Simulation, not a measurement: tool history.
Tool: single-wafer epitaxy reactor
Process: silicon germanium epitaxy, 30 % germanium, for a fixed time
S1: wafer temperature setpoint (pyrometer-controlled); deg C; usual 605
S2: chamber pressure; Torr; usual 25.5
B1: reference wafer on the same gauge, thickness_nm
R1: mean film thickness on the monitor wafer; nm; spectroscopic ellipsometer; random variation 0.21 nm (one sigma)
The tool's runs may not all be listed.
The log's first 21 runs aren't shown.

run	hour	S1	S2	B1	R1
22	534.1	617	23	66.8	98.677
23	557.2	605	25.5	66.823	80.807
24	582	601	27.9	66.839	76.537
25	597.5	605	30.4	66.855	83.873
26	627.6	592	21.1	66.804	60.991
# hour 640.9: pyrometer calibrated
# hour 643.5: showerhead replaced
27	644	593	29.2	66.801	61.347
28	669.7	605	30.5	66.873	77.702
29	700.9	595	30.7	66.782	64.561
30	768.6	605	25.5	66.818	75.51
31	785.9	605	21.5	66.816	73.361
32	807.7	601	25.5	66.845	70.15

Run 33 comes next. What will it give?
33	837.5	614	25.5	?	?

Run 33 gave B1 66.818, R1 89.265 nm.
Without the tool's hidden state the same run would have given R1 87.326 nm.

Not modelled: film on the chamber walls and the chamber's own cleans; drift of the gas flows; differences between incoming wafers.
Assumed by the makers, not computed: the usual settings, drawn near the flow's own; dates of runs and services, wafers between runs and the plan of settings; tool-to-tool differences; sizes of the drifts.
